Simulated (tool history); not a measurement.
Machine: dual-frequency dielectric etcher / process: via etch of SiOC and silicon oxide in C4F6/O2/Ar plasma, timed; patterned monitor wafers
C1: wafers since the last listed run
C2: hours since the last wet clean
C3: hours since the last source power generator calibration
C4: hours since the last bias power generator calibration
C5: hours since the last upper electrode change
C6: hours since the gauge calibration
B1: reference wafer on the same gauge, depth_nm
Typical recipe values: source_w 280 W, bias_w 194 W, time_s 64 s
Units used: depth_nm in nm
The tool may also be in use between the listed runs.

run 1 hour=0 | source_w=280 bias_w=194 time_s=64 | C1=0 C2=297.9 C3=1408.6 C4=2625.9 C5=2245.7 C6=143.1 | B1=62 | depth_nm=61.7
run 2 hour=30.9 | source_w=280 bias_w=220 time_s=64 | C1=303 C2=328.8 C3=1439.5 C4=2656.8 C5=2276.6 C6=174 | B1=62.1 | depth_nm=64.6
run 3 hour=58.6 | source_w=280 bias_w=220 time_s=64 | C1=272 C2=356.5 C3=1467.2 C4=2684.5 C5=2304.3 C6=201.7 | B1=62 | depth_nm=64.7
run 4 hour=73.7 | source_w=280 bias_w=194 time_s=64 | C1=148 C2=371.6 C3=1482.3 C4=2699.6 C5=2319.4 C6=216.8 | B1=61.9 | depth_nm=61.1
run 5 hour=97.7 | source_w=280 bias_w=194 time_s=64 | C1=235 C2=395.6 C3=1506.3 C4=2723.6 C5=2343.4 C6=240.8 | B1=62.1 | depth_nm=61.3
run 6 hour=118.9 | source_w=280 bias_w=167 time_s=64 | C1=208 C2=416.8 C3=1527.5 C4=2744.8 C5=2364.6 C6=262 | B1=62 | depth_nm=57.5
run 7 hour=144.4 | source_w=280 bias_w=167 time_s=64 | C1=250 C2=442.3 C3=1553 C4=2770.3 C5=2390.1 C6=287.5 | B1=62.1 | depth_nm=57.2
-- hour=161.4 bias power generator calibrated
run 8 hour=179 | source_w=280 bias_w=167 time_s=64 | C1=300 C2=476.9 C3=1587.6 C4=17.6 C5=2424.7 C6=322.1 | B1=62 | depth_nm=56.8
-- hour=195.3 source power generator calibrated
run 9 hour=202.4 | source_w=280 bias_w=194 time_s=64 | C1=190 C2=500.3 C3=7.1 C4=41 C5=2448.1 C6=345.5 | B1=61.9 | depth_nm=61
-- hour=231.6 gauge calibrated
-- hour=245.8 upper electrode replaced
run 10 hour=246.3 | source_w=220 bias_w=194 time_s=83 | C1=195 C2=544.2 C3=51 C4=84.9 C5=0.5 C6=14.7 | B1=62 | depth_nm=66.6
run 11 hour=275 | source_w=320 bias_w=150 time_s=79.5 | C1=281 C2=572.9 C3=79.7 C4=113.6 C5=29.2 C6=43.4 | B1=61.9 | depth_nm=73.3
run 12 hour=302 | source_w=280 bias_w=194 time_s=64 | C1=265 C2=599.9 C3=106.7 C4=140.6 C5=56.2 C6=70.4 | B1=62.1 | depth_nm=60.4
run 13 hour=324.8 | source_w=280 bias_w=194 time_s=64 | C1=223 C2=622.7 C3=129.5 C4=163.4 C5=79 C6=93.2 | B1=62 | depth_nm=60
-- hour=348.9 wet clean of the chamber
run 14 hour=349.4 | source_w=310 bias_w=194 time_s=64 | C1=5 C2=0.5 C3=154.1 C4=188 C5=103.6 C6=117.8 | B1=61.9 | depth_nm=67.9
run 15 hour=426.4 | source_w=320 bias_w=194 time_s=64 | C1=756 C2=77.5 C3=231.1 C4=265 C5=180.6 C6=194.8 | B1=61.9 | depth_nm=68.2
run 16 hour=444.9 | source_w=280 bias_w=194 time_s=56.5 | C1=181 C2=96 C3=249.6 C4=283.5 C5=199.1 C6=213.3 | B1=62 | depth_nm=55
run 17 hour=469.4 | source_w=240 bias_w=147 time_s=64 | C1=240 C2=120.5 C3=274.1 C4=308 C5=223.6 C6=237.8 | B1=62.1 | depth_nm=50.7
run 18 hour=496.4 | source_w=280 bias_w=237 time_s=55 | C1=265 C2=147.5 C3=301.1 C4=335 C5=250.6 C6=264.8 | B1=61.9 | depth_nm=58.2
run 19 hour=509.3 | source_w=340 bias_w=240 time_s=79.5 | C1=126 C2=160.4 C3=314 C4=347.9 C5=263.5 C6=277.7 | B1=62 | depth_nm=95.7

5 ways to go on from here, each from the tool as it stands after run 19. What would each give?
run A hour=509.7 | source_w=280 bias_w=194 time_s=64 | C1=3 C2=160.8 C3=314.4 C4=348.3 C5=263.9 C6=278.1 | B1=? | depth_nm=?
run B hour=509.7 | source_w=300 bias_w=152 time_s=76 | C1=3 C2=160.8 C3=314.4 C4=348.3 C5=263.9 C6=278.1 | B1=? | depth_nm=?
run C hour=509.7 | source_w=220 bias_w=235 time_s=82 | C1=3 C2=160.8 C3=314.4 C4=348.3 C5=263.9 C6=278.1 | B1=? | depth_nm=?
run D hour=509.7 | source_w=320 bias_w=206 time_s=59 | C1=3 C2=160.8 C3=314.4 C4=348.3 C5=263.9 C6=278.1 | B1=? | depth_nm=?
run E hour=509.7 | source_w=300 bias_w=194 time_s=64 | C1=3 C2=160.8 C3=314.4 C4=348.3 C5=263.9 C6=278.1 | B1=? | depth_nm=?

run=A B1=62 depth_nm=63
run=B B1=62 depth_nm=70.8
run=C B1=62 depth_nm=74.5
run=D B1=62 depth_nm=64.4
run=E B1=62 depth_nm=65.7
What these runs would have given with no unlogged condition in the tool:
run=A depth_nm=63.8
run=B depth_nm=71.7
run=C depth_nm=75.4
run=D depth_nm=65.2
run=E depth_nm=66.5
